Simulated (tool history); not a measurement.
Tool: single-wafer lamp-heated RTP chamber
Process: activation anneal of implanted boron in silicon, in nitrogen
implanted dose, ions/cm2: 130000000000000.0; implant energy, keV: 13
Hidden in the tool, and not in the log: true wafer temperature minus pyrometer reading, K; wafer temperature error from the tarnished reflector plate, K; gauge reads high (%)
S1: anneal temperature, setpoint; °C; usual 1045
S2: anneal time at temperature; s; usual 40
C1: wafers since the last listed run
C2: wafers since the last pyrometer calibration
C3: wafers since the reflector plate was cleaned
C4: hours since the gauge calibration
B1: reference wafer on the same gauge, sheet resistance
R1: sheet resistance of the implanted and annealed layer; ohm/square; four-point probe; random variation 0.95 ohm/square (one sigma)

run 1 hour=0.0 | S1=1045 S2=40 | C1=0 C2=3109 C3=4067 C4=479.3 | B1=670.07 | R1=625.93
run 2 hour=16.7 | S1=1045 S2=33 | C1=357 C2=3467 C3=4425 C4=496.0 | B1=669.99 | R1=626.07
run 3 hour=34.6 | S1=1045 S2=33 | C1=383 C2=3850 C3=4808 C4=513.9 | B1=669.80 | R1=626.60
run 4 hour=50.5 | S1=1045 S2=46 | C1=340 C2=4191 C3=5148 C4=529.8 | B1=669.72 | R1=624.23
run 5 hour=66.6 | S1=1052 S2=40 | C1=344 C2=4536 C3=5493 C4=545.9 | B1=670.02 | R1=627.22
run 6 hour=90.9 | S1=1045 S2=40 | C1=520 C2=5056 C3=6014 C4=570.2 | B1=669.66 | R1=624.58
run 7 hour=111.0 | S1=1045 S2=55 | C1=430 C2=5487 C3=6444 C4=590.3 | B1=669.49 | R1=623.63
run 8 hour=126.5 | S1=1045 S2=40 | C1=331 C2=5819 C3=6776 C4=605.8 | B1=669.32 | R1=625.21
run 9 hour=141.8 | S1=1045 S2=40 | C1=327 C2=6146 C3=7104 C4=621.1 | B1=669.42 | R1=624.03
run 10 hour=154.6 | S1=1045 S2=40 | C1=274 C2=6420 C3=7378 C4=633.9 | B1=669.33 | R1=623.63
run 11 hour=174.3 | S1=1045 S2=40 | C1=421 C2=6842 C3=7800 C4=653.6 | B1=669.29 | R1=627.20
run 12 hour=199.1 | S1=1045 S2=40 | C1=531 C2=7373 C3=8331 C4=678.4 | B1=668.88 | R1=623.98
run 13 hour=234.1 | S1=1045 S2=40 | C1=749 C2=8123 C3=9080 C4=713.4 | B1=668.87 | R1=624.84
run 14 hour=256.5 | S1=1045 S2=40 | C1=479 C2=8603 C3=9560 C4=735.8 | B1=668.72 | R1=625.64
run 15 hour=280.9 | S1=1045 S2=40 | C1=522 C2=9125 C3=10083 C4=760.2 | B1=668.59 | R1=622.94
-- hour=289.0 pyrometer window cleaned and pyrometer calibrated
-- hour=297.4 reflector plate cleaned
run 16 hour=311.2 | S1=1036 S2=47 | C1=306 C2=304 C3=294 C4=790.5 | B1=668.33 | R1=624.37
run 17 hour=335.5 | S1=1029 S2=63 | C1=520 C2=825 C3=815 C4=814.8 | B1=668.73 | R1=622.68
run 18 hour=361.1 | S1=1055 S2=62 | C1=548 C2=1373 C3=1363 C4=840.4 | B1=668.53 | R1=620.27
run 19 hour=378.4 | S1=1022 S2=54 | C1=370 C2=1744 C3=1733 C4=857.7 | B1=668.19 | R1=625.09
-- hour=400.5 gauge calibrated
run 20 hour=407.6 | S1=1045 S2=40 | C1=625 C2=2369 C3=2359 C4=7.1 | B1=679.48 | R1=634.72
run 21 hour=428.0 | S1=1045 S2=40 | C1=436 C2=2806 C3=2796 C4=27.5 | B1=678.67 | R1=633.28
run 22 hour=459.8 | S1=1056 S2=40 | C1=681 C2=3487 C3=3477 C4=59.3 | B1=677.83 | R1=632.86
run 23 hour=488.7 | S1=1019 S2=51 | C1=618 C2=4106 C3=4096 C4=88.2 | B1=677.27 | R1=632.20
run 24 hour=514.6 | S1=1063 S2=22 | C1=554 C2=4660 C3=4650 C4=114.1 | B1=676.50 | R1=633.61
run 25 hour=542.3 | S1=1055 S2=40 | C1=593 C2=5254 C3=5243 C4=141.8 | B1=675.91 | R1=630.78
run 26 hour=555.8 | S1=1036 S2=47 | C1=289 C2=5543 C3=5533 C4=155.3 | B1=675.59 | R1=630.06
run 27 hour=575.8 | S1=1028 S2=31 | C1=428 C2=5971 C3=5961 C4=175.3 | B1=675.09 | R1=631.51
run 28 hour=589.4 | S1=1045 S2=40 | C1=291 C2=6262 C3=6252 C4=188.9 | B1=674.80 | R1=629.10
run 29 hour=610.5 | S1=1069 S2=59 | C1=451 C2=6714 C3=6704 C4=210.0 | B1=674.40 | R1=622.84
run 30 hour=623.8 | S1=1045 S2=50 | C1=284 C2=6999 C3=6989 C4=223.3 | B1=674.16 | R1=628.37
run 31 hour=646.6 | S1=1036 S2=47 | C1=488 C2=7487 C3=7477 C4=246.1 | B1=674.01 | R1=629.21
run 32 hour=665.1 | S1=1026 S2=54 | C1=396 C2=7883 C3=7873 C4=264.6 | B1=673.48 | R1=627.24
run 33 hour=686.2 | S1=1036 S2=51 | C1=451 C2=8335 C3=8325 C4=285.7 | B1=673.42 | R1=627.73
run 34 hour=703.2 | S1=1036 S2=29 | C1=364 C2=8699 C3=8689 C4=302.7 | B1=673.07 | R1=630.39
run 35 hour=716.8 | S1=1059 S2=61 | C1=291 C2=8991 C3=8980 C4=316.3 | B1=672.74 | R1=624.57
-- hour=745.4 pyrometer window cleaned and pyrometer calibrated
-- hour=749.9 reflector plate cleaned
run 36 hour=750.4 | S1=1034 S2=51 | C1=451 C2=11 C3=11 C4=349.9 | B1=672.30 | R1=628.19
run 37 hour=752.9 | S1=1072 S2=40 | C1=53 C2=64 C3=64 C4=352.4 | B1=672.27 | R1=624.35

What the log doesn't show, run by run:
true wafer temperature minus pyrometer reading, K: 0 in every run
wafer temperature error from the tarnished reflector plate, K: 0 in every run
H1: gauge reads high (%)
run=1 H1=-1.43
run=2 H1=-1.45
run=3 H1=-1.47
run=4 H1=-1.49
run=5 H1=-1.51
run=6 H1=-1.53
run=7 H1=-1.55
run=8 H1=-1.56
run=9 H1=-1.57
run=10 H1=-1.58
run=11 H1=-1.6
run=12 H1=-1.61
run=13 H1=-1.64
run=14 H1=-1.65
run=15 H1=-1.66
run=16 H1=-1.68
run=17 H1=-1.69
run=18 H1=-1.7
run=19 H1=-1.71
run=20 H1=-0.078
run=21 H1=-0.173
run=22 H1=-0.31
run=23 H1=-0.425
run=24 H1=-0.519
run=25 H1=-0.612
run=26 H1=-0.655
run=27 H1=-0.715
run=28 H1=-0.754
run=29 H1=-0.812
run=30 H1=-0.846
run=31 H1=-0.902
run=32 H1=-0.945
run=33 H1=-0.991
run=34 H1=-1.03
run=35 H1=-1.05
run=36 H1=-1.11
run=37 H1=-1.12
